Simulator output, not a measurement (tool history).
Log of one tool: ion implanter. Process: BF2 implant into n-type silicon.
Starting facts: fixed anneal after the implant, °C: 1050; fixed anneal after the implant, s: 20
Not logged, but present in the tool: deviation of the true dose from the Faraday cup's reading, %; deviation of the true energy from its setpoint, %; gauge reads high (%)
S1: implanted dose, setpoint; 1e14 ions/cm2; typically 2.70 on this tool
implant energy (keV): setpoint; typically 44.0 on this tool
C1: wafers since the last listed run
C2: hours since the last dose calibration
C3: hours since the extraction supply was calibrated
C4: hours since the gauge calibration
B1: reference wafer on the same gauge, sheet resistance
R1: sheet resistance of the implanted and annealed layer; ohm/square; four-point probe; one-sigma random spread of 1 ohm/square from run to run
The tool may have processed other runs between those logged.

run 1 hour=0.0 | S1=2.52 implant_energy_(keV)=44.0 | C1=0 C2=850.2 C3=4670.7 C4=431.1 | B1=331.89 | R1=393.88
run 2 hour=50.3 | S1=2.52 implant_energy_(keV)=44.0 | C1=853 C2=900.5 C3=4721.0 C4=481.4 | B1=331.71 | R1=394.83
run 3 hour=113.5 | S1=2.52 implant_energy_(keV)=44.0 | C1=1072 C2=963.7 C3=4784.2 C4=544.6 | B1=332.13 | R1=395.29
run 4 hour=185.0 | S1=2.28 implant_energy_(keV)=44.0 | C1=1213 C2=1035.2 C3=4855.7 C4=616.1 | B1=332.19 | R1=430.16
run 5 hour=221.4 | S1=2.28 implant_energy_(keV)=44.0 | C1=617 C2=1071.6 C3=4892.1 C4=652.5 | B1=331.77 | R1=430.53
run 6 hour=271.2 | S1=2.28 implant_energy_(keV)=44.0 | C1=845 C2=1121.4 C3=4941.9 C4=702.3 | B1=332.29 | R1=430.72
run 7 hour=335.6 | S1=2.70 implant_energy_(keV)=44.0 | C1=1092 C2=1185.8 C3=5006.3 C4=766.7 | B1=332.00 | R1=373.53
-- hour=337.2 gauge calibrated
run 8 hour=405.9 | S1=2.70 implant_energy_(keV)=44.0 | C1=1193 C2=1256.1 C3=5076.6 C4=68.7 | B1=331.97 | R1=374.01
run 9 hour=442.1 | S1=2.70 implant_energy_(keV)=44.0 | C1=614 C2=1292.3 C3=5112.8 C4=104.9 | B1=331.88 | R1=375.46
run 10 hour=510.1 | S1=2.70 implant_energy_(keV)=44.0 | C1=1153 C2=1360.3 C3=5180.8 C4=172.9 | B1=332.31 | R1=378.06
run 11 hour=568.6 | S1=2.70 implant_energy_(keV)=44.0 | C1=992 C2=1418.8 C3=5239.3 C4=231.4 | B1=331.97 | R1=378.43
run 12 hour=632.8 | S1=2.70 implant_energy_(keV)=52.5 | C1=1089 C2=1483.0 C3=5303.5 C4=295.6 | B1=332.17 | R1=371.10
-- hour=662.7 extraction supply calibrated
run 13 hour=663.2 | S1=2.70 implant_energy_(keV)=44.0 | C1=380 C2=1513.4 C3=0.5 C4=326.0 | B1=332.19 | R1=379.13
-- hour=676.9 Faraday cup replaced and dose calibrated
run 14 hour=710.2 | S1=2.07 implant_energy_(keV)=48.5 | C1=661 C2=33.3 C3=47.5 C4=373.0 | B1=331.77 | R1=482.15
run 15 hour=749.1 | S1=2.93 implant_energy_(keV)=38.5 | C1=660 C2=72.2 C3=86.4 C4=411.9 | B1=331.97 | R1=371.00
run 16 hour=784.5 | S1=3.47 implant_energy_(keV)=53.0 | C1=600 C2=107.6 C3=121.8 C4=447.3 | B1=331.90 | R1=309.20
run 17 hour=839.9 | S1=2.04 implant_energy_(keV)=44.0 | C1=940 C2=163.0 C3=177.2 C4=502.7 | B1=332.36 | R1=494.40
run 18 hour=900.7 | S1=2.70 implant_energy_(keV)=49.5 | C1=1031 C2=223.8 C3=238.0 C4=563.5 | B1=332.00 | R1=385.49
-- hour=942.6 Faraday cup replaced and dose calibrated, repeated, since the last time left the tool worse
run 19 hour=965.3 | S1=2.04 implant_energy_(keV)=50.5 | C1=960 C2=22.7 C3=302.6 C4=628.1 | B1=332.34 | R1=458.16
run 20 hour=1009.1 | S1=1.98 implant_energy_(keV)=44.0 | C1=743 C2=66.5 C3=346.4 C4=671.9 | B1=331.81 | R1=474.21
run 21 hour=1069.8 | S1=2.70 implant_energy_(keV)=52.5 | C1=1030 C2=127.2 C3=407.1 C4=732.6 | B1=331.89 | R1=362.70
-- hour=1097.2 gauge calibrated
run 22 hour=1101.8 | S1=2.70 implant_energy_(keV)=44.0 | C1=543 C2=159.2 C3=439.1 C4=4.6 | B1=331.62 | R1=367.88

Predict each of these 3 candidate next runs independently; none follows another, all start after run 22:
run A hour=1102.2 | S1=2.70 implant_energy_(keV)=44.0 | C1=6 C2=159.6 C3=439.5 C4=5.0 | B1=? | R1=?
run B hour=1102.2 | S1=2.91 implant_energy_(keV)=34.0 | C1=6 C2=159.6 C3=439.5 C4=5.0 | B1=? | R1=?
run C hour=1102.2 | S1=2.70 implant_energy_(keV)=35.5 | C1=6 C2=159.6 C3=439.5 C4=5.0 | B1=? | R1=?

run=A B1=332.06 R1=371.62
run=B B1=332.06 R1=358.99
run=C B1=332.06 R1=380.51
Stripped of hidden state, with their random variation kept, the same runs would have yielded:
run=A R1=372.33
run=B R1=359.69
run=C R1=381.25
